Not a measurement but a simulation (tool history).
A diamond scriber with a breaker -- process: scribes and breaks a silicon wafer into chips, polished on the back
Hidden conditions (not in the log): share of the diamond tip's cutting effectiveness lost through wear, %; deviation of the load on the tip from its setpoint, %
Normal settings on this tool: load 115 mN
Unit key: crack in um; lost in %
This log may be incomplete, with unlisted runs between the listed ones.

run	day	load	wafers since the last listed run	hours since the diamond tip was replaced	hours since the load on the tip was calibrated	incoming depth of the damage left on the back of the incoming wafer, um	crack	lost
1	0	93	0	95.8	351.1	0.02	6.45	2.6
2	2.721	93	179	161.1	416.4	0.02	6.33	2.4
3	4.7	115	130	208.6	463.9	0.02	6.93	0.99
4	6.667	115	129	255.8	511.1	0.03	6.98	0.95
5	9.612	89	193	326.5	581.8	0.03	6.34	3.18
6	10.938	89	87	358.3	613.6	0.04	6.23	3.18
7	12.767	97	120	402.2	657.5	0.01	6.46	1.81
# day 13.879: diamond tip replaced by a new one
8	14.908	94	135	24.7	708.9	0.04	6.26	2.19
9	16.092	94	77	53.1	737.3	0.02	6.45	2.37
10	18.112	115	133	101.6	785.8	0.03	6.93	1.06
11	19.6	88	97	137.3	821.5	0.03	6.32	3.59
12	21.721	88	139	188.2	872.4	0.04	6.2	3.66
13	23.067	136	88	220.5	904.7	0.02	7.34	2.43
14	25.442	122	156	277.5	961.7	0.05	7.05	1.12
15	27.217	115	116	320.1	1004.3	0.01	6.87	1
# day 27.6: diamond tip replaced by a new one
16	29.329	134	133	41.5	1055	0.02	7.43	1.71
17	35.629	115	414	192.7	1206.2	0.02	6.84	1.05
18	37.317	115	111	233.2	1246.7	0.02	6.9	1.02
# day 41.867: diamond tip replaced by a new one
19	44.996	102	500	75.1	1431	0.03	6.59	1.51
20	46.85	148	122	119.6	1475.5	0.02	7.68	4.34
21	48.721	133	123	164.5	1520.4	0.05	7.29	1.88
22	50.308	129	104	202.6	1558.5	0.02	7.26	1.69
# day 50.817: load on the tip recalibrated
23	52.067	98	110	244.8	30	0.02	6.55	1.83
24	54.833	84	182	311.2	96.4	0.04	6.33	4.97
25	57.346	93	165	371.5	156.7	0.04	6.3	2.61
# day 58.729: diamond tip replaced by a new one
26	59.429	83	131	16.8	206.7	0.05	6.23	4.54
27	61.596	104	142	68.8	258.7	0.04	6.68	1.42
28	63.467	101	123	113.7	303.6	0.05	6.54	1.7
29	65.629	125	142	165.6	355.5	0.02	6.91	1.23
30	67.892	115	148	219.9	409.8	0.01	6.83	0.87
31	69.067	115	77	248.1	438	0.02	6.87	1.01
32	71.542	86	162	307.5	497.4	0.04	6.19	3.74
# day 73.258: diamond tip replaced by a new one
33	73.7	126	136	10.6	549.2	0.03	7.18	1.35
34	74.892	115	78	39.2	577.8	0.05	6.94	0.99
35	76.733	115	121	83.4	622	0.01	6.85	0.97
36	78.717	146	130	131	669.6	0.04	7.72	3.66
37	80.462	143	114	172.9	711.5	0.04	7.56	3.18

Entry by entry between the runs, the difference in hidden state between the last listed run before and the first listed run after:
After run 7, before run 8: diamond tip replaced by a new one (day 13.879)
  no difference in the tool's unlogged condition between these two runs
After run 15, before run 16: diamond tip replaced by a new one (day 27.6)
  no difference in the tool's unlogged condition between these two runs
After run 18, before run 19: diamond tip replaced by a new one (day 41.867)
  no difference in the tool's unlogged condition between these two runs
After run 22, before run 23: load on the tip recalibrated (day 50.817)
  no difference in the tool's unlogged condition between these two runs
After run 25, before run 26: diamond tip replaced by a new one (day 58.729)
  no difference in the tool's unlogged condition between these two runs
After run 32, before run 33: diamond tip replaced by a new one (day 73.258)
  no difference in the tool's unlogged condition between these two runs
